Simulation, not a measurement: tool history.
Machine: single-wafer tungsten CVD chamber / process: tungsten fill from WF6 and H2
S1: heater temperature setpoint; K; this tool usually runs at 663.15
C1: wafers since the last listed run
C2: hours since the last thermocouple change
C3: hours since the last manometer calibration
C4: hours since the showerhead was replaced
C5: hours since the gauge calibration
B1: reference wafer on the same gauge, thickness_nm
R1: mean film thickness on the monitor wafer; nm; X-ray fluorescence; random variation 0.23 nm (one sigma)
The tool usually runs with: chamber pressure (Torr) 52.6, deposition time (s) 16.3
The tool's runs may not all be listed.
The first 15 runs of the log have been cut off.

{"run": 16, "hour": 461.9, "S1": 672.15, "chamber pressure (Torr)": 56.1, "deposition time (s)": 18.8, "C1": 612, "C2": 1246.9, "C3": 2810.2, "C4": 156.2, "C5": 556.1, "B1": 41.4, "R1": 69.803}
{"hour": 494.2, "done": "thermocouple changed; heater temperature recalibrated"}
{"run": 17, "hour": 494.7, "S1": 651.15, "chamber pressure (Torr)": 52.6, "deposition time (s)": 16.3, "C1": 816, "C2": 0.5, "C3": 2843.0, "C4": 189.0, "C5": 588.9, "B1": 41.336, "R1": 40.805}
{"run": 18, "hour": 506.7, "S1": 663.15, "chamber pressure (Torr)": 52.6, "deposition time (s)": 16.3, "C1": 394, "C2": 12.5, "C3": 2855.0, "C4": 201.0, "C5": 600.9, "B1": 41.438, "R1": 49.779}
{"run": 19, "hour": 522.4, "S1": 672.15, "chamber pressure (Torr)": 56.1, "deposition time (s)": 18.8, "C1": 516, "C2": 28.2, "C3": 2870.7, "C4": 216.7, "C5": 616.6, "B1": 41.27, "R1": 70.103}
{"run": 20, "hour": 557.0, "S1": 663.15, "chamber pressure (Torr)": 52.6, "deposition time (s)": 13.9, "C1": 1138, "C2": 62.8, "C3": 2905.3, "C4": 251.3, "C5": 651.2, "B1": 41.446, "R1": 42.681}
{"run": 21, "hour": 589.7, "S1": 663.15, "chamber pressure (Torr)": 52.6, "deposition time (s)": 16.3, "C1": 1076, "C2": 95.5, "C3": 2938.0, "C4": 284.0, "C5": 683.9, "B1": 41.424, "R1": 50.125}
{"run": 22, "hour": 622.2, "S1": 672.15, "chamber pressure (Torr)": 61.2, "deposition time (s)": 16.3, "C1": 1069, "C2": 128.0, "C3": 2970.5, "C4": 316.5, "C5": 716.4, "B1": 41.531, "R1": 63.466}
{"run": 23, "hour": 643.8, "S1": 657.15, "chamber pressure (Torr)": 64.2, "deposition time (s)": 19.3, "C1": 710, "C2": 149.6, "C3": 2992.1, "C4": 338.1, "C5": 738.0, "B1": 41.398, "R1": 60.344}
{"run": 24, "hour": 673.5, "S1": 651.15, "chamber pressure (Torr)": 57.9, "deposition time (s)": 18.5, "C1": 977, "C2": 179.3, "C3": 3021.8, "C4": 367.8, "C5": 767.7, "B1": 41.356, "R1": 48.855}
{"hour": 697.8, "done": "gauge calibrated"}
{"run": 25, "hour": 709.0, "S1": 663.15, "chamber pressure (Torr)": 52.6, "deposition time (s)": 13.5, "C1": 1168, "C2": 214.8, "C3": 3057.3, "C4": 403.3, "C5": 11.2, "B1": 41.395, "R1": 41.472}
{"hour": 729.9, "done": "capacitance manometer re-zeroed and calibrated"}
{"run": 26, "hour": 744.5, "S1": 663.15, "chamber pressure (Torr)": 52.6, "deposition time (s)": 16.3, "C1": 905, "C2": 250.3, "C3": 14.6, "C4": 438.8, "C5": 46.7, "B1": 41.531, "R1": 49.908}
{"run": 27, "hour": 767.0, "S1": 663.15, "chamber pressure (Torr)": 52.6, "deposition time (s)": 13.8, "C1": 740, "C2": 272.8, "C3": 37.1, "C4": 461.3, "C5": 69.2, "B1": 41.466, "R1": 42.207}
{"run": 28, "hour": 794.7, "S1": 668.15, "chamber pressure (Torr)": 52.6, "deposition time (s)": 16.3, "C1": 911, "C2": 300.5, "C3": 64.8, "C4": 489.0, "C5": 96.9, "B1": 41.37, "R1": 54.165}
{"run": 29, "hour": 821.9, "S1": 668.15, "chamber pressure (Torr)": 41.0, "deposition time (s)": 18.2, "C1": 895, "C2": 327.7, "C3": 92.0, "C4": 516.2, "C5": 124.1, "B1": 41.344, "R1": 51.497}
{"run": 30, "hour": 854.7, "S1": 663.15, "chamber pressure (Torr)": 40.1, "deposition time (s)": 13.7, "C1": 1079, "C2": 360.5, "C3": 124.8, "C4": 549.0, "C5": 156.9, "B1": 41.379, "R1": 34.929}
{"run": 31, "hour": 953.6, "S1": 663.15, "chamber pressure (Torr)": 52.6, "deposition time (s)": 16.3, "C1": 3255, "C2": 459.4, "C3": 223.7, "C4": 647.9, "C5": 255.8, "B1": 41.416, "R1": 50.349}
{"run": 32, "hour": 978.1, "S1": 663.15, "chamber pressure (Torr)": 46.3, "deposition time (s)": 16.3, "C1": 806, "C2": 483.9, "C3": 248.2, "C4": 672.4, "C5": 280.3, "B1": 41.407, "R1": 46.325}
{"run": 33, "hour": 999.1, "S1": 663.15, "chamber pressure (Torr)": 52.6, "deposition time (s)": 16.3, "C1": 691, "C2": 504.9, "C3": 269.2, "C4": 693.4, "C5": 301.3, "B1": 41.379, "R1": 50.401}

Consider 5 possible next runs. They are alternatives, not a sequence: every one starts from the tool as it was left by run 33. What does each give?
{"run": "A", "hour": 999.5, "S1": 663.15, "chamber pressure (Torr)": 52.6, "deposition time (s)": 16.3, "C1": 13, "C2": 505.3, "C3": 269.6, "C4": 693.8, "C5": 301.7, "B1": "?", "R1": "?"}
{"run": "B", "hour": 999.5, "S1": 663.15, "chamber pressure (Torr)": 63.1, "deposition time (s)": 14.1, "C1": 13, "C2": 505.3, "C3": 269.6, "C4": 693.8, "C5": 301.7, "B1": "?", "R1": "?"}
{"run": "C", "hour": 999.5, "S1": 658.15, "chamber pressure (Torr)": 41.1, "deposition time (s)": 16.3, "C1": 13, "C2": 505.3, "C3": 269.6, "C4": 693.8, "C5": 301.7, "B1": "?", "R1": "?"}
{"run": "D", "hour": 999.5, "S1": 671.15, "chamber pressure (Torr)": 40.2, "deposition time (s)": 18.1, "C1": 13, "C2": 505.3, "C3": 269.6, "C4": 693.8, "C5": 301.7, "B1": "?", "R1": "?"}
{"run": "E", "hour": 999.5, "S1": 663.15, "chamber pressure (Torr)": 39.8, "deposition time (s)": 14.3, "C1": 13, "C2": 505.3, "C3": 269.6, "C4": 693.8, "C5": 301.7, "B1": "?", "R1": "?"}

run=A B1=41.475 R1=49.903
run=B B1=41.475 R1=48.015
run=C B1=41.475 R1=38.812
run=D B1=41.475 R1=52.847
run=E B1=41.475 R1=36.245
The same runs, with their run-to-run variation unchanged, on a tool lacking any hidden condition would have given:
run=A R1=49.903
run=B R1=48.015
run=C R1=38.812
run=D R1=52.847
run=E R1=36.245
